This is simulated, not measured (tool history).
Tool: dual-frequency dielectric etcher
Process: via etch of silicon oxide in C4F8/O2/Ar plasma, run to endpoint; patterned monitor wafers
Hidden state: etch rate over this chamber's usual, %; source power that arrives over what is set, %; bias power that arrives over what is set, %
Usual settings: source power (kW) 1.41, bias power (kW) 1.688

run,day,source power (kW),bias power (kW),wafers since the last listed run,hours since the last wet clean,hours since the last source power generator calibration,hours since the last bias power generator calibration,hours since the last upper electrode change,"incoming incoming film thickness, nm",endpoint time (s)
1,0,1.25,1.391,0,618.7,2518.4,3899.5,3864.1,1387.4,384.9
2,0.358,1.41,1.361,27,627.3,2527,3908.1,3872.7,1400.3,372.1
3,1.05,1.41,1.688,52,643.9,2543.6,3924.7,3889.3,1378.5,345.4
4,1.642,1.41,1.688,44,658.1,2557.8,3938.9,3903.5,1392.3,348.1
5,2.258,1.24,1.688,46,672.9,2572.6,3953.7,3918.3,1379.7,365.8
6,2.525,1.15,1.688,20,679.3,2579,3960.1,3924.7,1387.6,380.3
# day 3.45: bias power generator calibrated
# day 3.771: wet clean of the chamber
7,3.792,1.15,1.688,58,0.5,2609.4,8.2,3955.1,1387.2,359
8,3.812,1.15,1.688,1,1,2609.9,8.7,3955.6,1405.8,360.8
9,4.025,1.41,1.688,16,6.1,2615,13.8,3960.7,1393.4,328.3
10,4.4,1.41,1.688,28,15.1,2624,22.8,3969.7,1397,329.4
11,4.808,1.41,1.688,30,24.9,2633.8,32.6,3979.5,1388.9,328.6
12,6.929,1.41,1.688,159,75.8,2684.7,83.5,4030.4,1378.4,327.1
13,7.492,1.41,1.688,42,89.3,2698.2,97,4043.9,1387.9,329.4
14,7.983,1.56,1.978,37,101.1,2710,108.8,4055.7,1384.4,300
15,8.25,1.56,1.688,20,107.5,2716.4,115.2,4062.1,1400.7,321
16,8.617,1.41,1.552,27,116.3,2725.2,124,4070.9,1398.6,341.2
# day 9.854: upper electrode replaced
17,9.875,1.63,1.581,19,146.5,2755.4,154.2,0.5,1391.2,319.8
18,9.917,1.21,1.313,3,147.5,2756.4,155.2,1.5,1404.4,384.9
19,10.212,1.41,1.688,22,154.6,2763.5,162.3,8.6,1385.4,331.3
# day 10.825: source power generator calibrated
20,10.904,1.41,1.688,39,171.2,1.9,178.9,25.2,1391.1,332.5
21,11.562,1.56,1.827,49,187,17.7,194.7,41,1390.8,310.7
22,12.112,1.54,1.526,41,200.2,30.9,207.9,54.2,1394.3,331.8
23,12.496,1.63,1.688,28,209.4,40.1,217.1,63.4,1396.2,315.3
24,13.083,1.41,1.688,44,223.5,54.2,231.2,77.5,1398.4,337.6
25,13.375,1.67,1.46,21,230.5,61.2,238.2,84.5,1389.2,324.4
26,13.971,1.24,1.341,44,244.8,75.5,252.5,98.8,1393.2,379.8
27,14.429,1.59,1.301,34,255.8,86.5,263.5,109.8,1396.5,344
28,15.158,1.67,1.508,54,273.3,104,281,127.3,1392.1,322.9
29,15.833,1.41,1.688,50,289.5,120.2,297.2,143.5,1384.4,334
30,16.512,1.41,1.688,51,305.8,136.5,313.5,159.8,1400.5,339.1
31,16.992,1.55,1.397,36,317.3,148,325,171.3,1398.7,343.1
32,17.367,1.6,2.024,28,326.3,157,334,180.3,1404.9,306.2
33,17.883,1.32,1.688,38,338.7,169.4,346.4,192.7,1393.9,348.1
34,19.721,1.41,1.423,138,382.8,213.5,390.5,236.8,1395.4,356.7

Some steps in endpoint time (s) between neighbouring runs. How much of each would the tool show without its hidden state too (settings, what came in, random variation), and how much is left for the hidden state, with any gauge scatter that isn't in both results?
Run 4 -> 5: source power (kW) 1.41 -> 1.24. endpoint time (s) +17.7: hidden state +1.3, all else +16.4.
Run 6 -> 7: bias power generator calibrated, wet clean of the chamber. endpoint time (s) -21.3: hidden state -22.3, all else +1.
Run 17 -> 18: source power (kW) 1.63 -> 1.21, bias power (kW) 1.581 -> 1.313. endpoint time (s) +65.1: hidden state +0.4, all else +64.7.
Run 18 -> 19: source power (kW) 1.21 -> 1.41, bias power (kW) 1.313 -> 1.688. endpoint time (s) -53.6: hidden state -0.1, all else -53.5.
Run 25 -> 26: source power (kW) 1.67 -> 1.24, bias power (kW) 1.46 -> 1.341. endpoint time (s) +55.4: hidden state +1.2, all else +54.2.
Run 33 -> 34: source power (kW) 1.32 -> 1.41, bias power (kW) 1.688 -> 1.423. endpoint time (s) +8.6: hidden state +1.5, all else +7.1.

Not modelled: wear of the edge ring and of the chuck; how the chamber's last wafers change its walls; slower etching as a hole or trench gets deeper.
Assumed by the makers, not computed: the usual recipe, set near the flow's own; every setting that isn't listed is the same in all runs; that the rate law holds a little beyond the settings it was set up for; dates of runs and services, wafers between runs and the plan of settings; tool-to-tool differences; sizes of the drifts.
